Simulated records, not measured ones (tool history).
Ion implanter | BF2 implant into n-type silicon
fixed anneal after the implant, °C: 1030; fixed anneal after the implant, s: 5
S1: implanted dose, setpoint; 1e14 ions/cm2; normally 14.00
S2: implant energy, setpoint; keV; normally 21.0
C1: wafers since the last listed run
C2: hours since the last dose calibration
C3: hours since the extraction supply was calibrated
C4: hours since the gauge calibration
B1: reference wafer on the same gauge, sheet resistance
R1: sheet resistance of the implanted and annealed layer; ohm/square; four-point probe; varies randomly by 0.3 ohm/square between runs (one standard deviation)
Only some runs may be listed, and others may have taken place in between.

| run | day | S1 | S2 | C1 | C2 | C3 | C4 | B1 | R1 |
|---|---|---|---|---|---|---|---|---|---|
| 1 | 0.000 | 12.57 | 15.5 | 0 | 929.8 | 3840.1 | 816.9 | 137.02 | 183.12 |
| 2 | 2.058 | 12.57 | 15.5 | 961 | 979.2 | 3889.5 | 866.3 | 136.90 | 183.01 |
| 3 | 3.188 | 14.00 | 21.0 | 527 | 1006.3 | 3916.6 | 893.4 | 137.06 | 152.96 |
|  | 4.442 | Faraday cup replaced and dose calibrated |
| 4 | 5.967 | 14.00 | 21.0 | 1142 | 36.6 | 3983.3 | 960.1 | 137.08 | 153.16 |
| 5 | 7.721 | 14.00 | 21.0 | 819 | 78.7 | 4025.4 | 1002.2 | 136.98 | 152.55 |
| 6 | 9.058 | 14.00 | 21.0 | 624 | 110.8 | 4057.5 | 1034.3 | 137.02 | 153.26 |
| 7 | 10.121 | 14.00 | 21.0 | 496 | 136.3 | 4083.0 | 1059.8 | 136.95 | 153.11 |
| 8 | 11.850 | 14.00 | 21.0 | 807 | 177.8 | 4124.5 | 1101.3 | 136.93 | 152.65 |
| 9 | 14.571 | 11.26 | 24.5 | 1270 | 243.1 | 4189.8 | 1166.6 | 137.00 | 148.19 |
| 10 | 16.871 | 11.26 | 24.5 | 1074 | 298.3 | 4245.0 | 1221.8 | 137.01 | 148.52 |
| 11 | 19.842 | 14.00 | 24.0 | 1387 | 369.6 | 4316.3 | 1293.1 | 136.95 | 142.19 |
| 12 | 21.271 | 14.00 | 21.0 | 667 | 403.9 | 4350.6 | 1327.4 | 137.07 | 153.13 |
| 13 | 23.604 | 14.00 | 21.0 | 1089 | 459.9 | 4406.6 | 1383.4 | 137.06 | 152.97 |
| 14 | 26.388 | 17.17 | 21.0 | 1300 | 526.7 | 4473.4 | 1450.2 | 137.10 | 148.14 |
| 15 | 28.646 | 17.17 | 21.0 | 1054 | 580.9 | 4527.6 | 1504.4 | 137.03 | 148.53 |
| 16 | 30.812 | 14.00 | 21.0 | 1012 | 632.9 | 4579.6 | 1556.4 | 137.11 | 153.43 |
| 17 | 32.379 | 14.00 | 21.0 | 731 | 670.5 | 4617.2 | 1594.0 | 137.06 | 153.43 |
| 18 | 34.367 | 14.00 | 21.0 | 928 | 718.2 | 4664.9 | 1641.7 | 137.02 | 152.98 |
| 19 | 35.496 | 16.46 | 26.5 | 527 | 745.3 | 4692.0 | 1668.8 | 137.12 | 130.94 |
|  | 35.742 | gauge calibrated |
| 20 | 38.296 | 18.09 | 24.5 | 1307 | 812.5 | 4759.2 | 61.3 | 136.99 | 134.87 |
| 21 | 40.646 | 14.00 | 21.0 | 1097 | 868.9 | 4815.6 | 117.7 | 137.04 | 153.17 |
|  | 41.362 | extraction supply calibrated |
| 22 | 42.288 | 12.00 | 15.0 | 611 | 908.3 | 22.2 | 157.1 | 136.98 | 190.61 |
|  | 45.533 | Faraday cup replaced and dose calibrated |
| 23 | 45.554 | 11.71 | 24.5 | 1370 | 0.5 | 100.6 | 235.5 | 137.02 | 148.87 |
| 24 | 47.438 | 14.00 | 21.0 | 879 | 45.7 | 145.8 | 280.7 | 137.12 | 155.71 |
| 25 | 48.771 | 10.79 | 23.5 | 622 | 77.7 | 177.8 | 312.7 | 137.02 | 156.22 |
| 26 | 50.033 | 12.50 | 16.0 | 589 | 108.0 | 208.1 | 343.0 | 137.00 | 182.51 |
| 27 | 52.346 | 12.72 | 27.0 | 1080 | 163.5 | 263.6 | 398.5 | 137.04 | 138.61 |
| 28 | 54.588 | 17.17 | 21.0 | 1047 | 217.3 | 317.4 | 452.3 | 137.00 | 150.34 |
| 29 | 56.162 | 12.85 | 27.0 | 735 | 255.1 | 355.2 | 490.1 | 136.93 | 138.19 |
| 30 | 57.912 | 15.72 | 18.0 | 817 | 297.1 | 397.2 | 532.1 | 137.07 | 165.73 |
| 31 | 59.325 | 14.00 | 16.0 | 659 | 331.0 | 431.1 | 566.0 | 137.03 | 179.05 |
| 32 | 60.958 | 14.00 | 21.0 | 762 | 370.2 | 470.3 | 605.2 | 136.95 | 155.45 |
| 33 | 62.579 | 15.47 | 21.0 | 757 | 409.1 | 509.2 | 644.1 | 137.05 | 152.43 |
| 34 | 63.862 | 17.62 | 26.0 | 599 | 439.9 | 540.0 | 674.9 | 137.03 | 132.81 |
| 35 | 65.429 | 14.00 | 21.0 | 731 | 477.5 | 577.6 | 712.5 | 137.01 | 154.94 |
| 36 | 67.633 | 16.64 | 26.5 | 1029 | 530.4 | 630.5 | 765.4 | 136.95 | 132.68 |
| 37 | 69.362 | 16.41 | 14.0 | 807 | 571.9 | 672.0 | 806.9 | 136.94 | 185.63 |

Some steps in R1, run to run, broken into two amounts with sign: the step expected even without the hidden condition (settings, incoming material, random variation), and the rest, left for the hidden condition together with whatever gauge scatter is not in both the measured and the hidden-condition-free result:
Hidden state at play: deviation of the true dose from the Faraday cup's reading, %; deviation of the true energy from its setpoint, %; gauge reads high (%).
Run 18 -> 19: S1 14.00 -> 16.46, S2 21.0 -> 26.5. R1 -22.04 ohm/square: hidden state +0.31, all else -22.35.
Run 20 -> 21: S1 18.09 -> 14.00, S2 24.5 -> 21.0. R1 +18.30 ohm/square: hidden state -0.27, all else +18.57.
Run 21 -> 22: S1 14.00 -> 12.00, S2 21.0 -> 15.0, extraction supply calibrated. R1 +37.44 ohm/square: hidden state +3.01, all else +34.43.
Run 22 -> 23: S1 12.00 -> 11.71, S2 15.0 -> 24.5, Faraday cup replaced and dose calibrated. R1 -41.74 ohm/square: hidden state -0.17, all else -41.57.
Run 26 -> 27: S1 12.50 -> 12.72, S2 16.0 -> 27.0. R1 -43.90 ohm/square: hidden state -0.07, all else -43.83.
Run 36 -> 37: S1 16.64 -> 16.41, S2 26.5 -> 14.0. R1 +52.95 ohm/square: hidden state -0.17, all else +53.12.
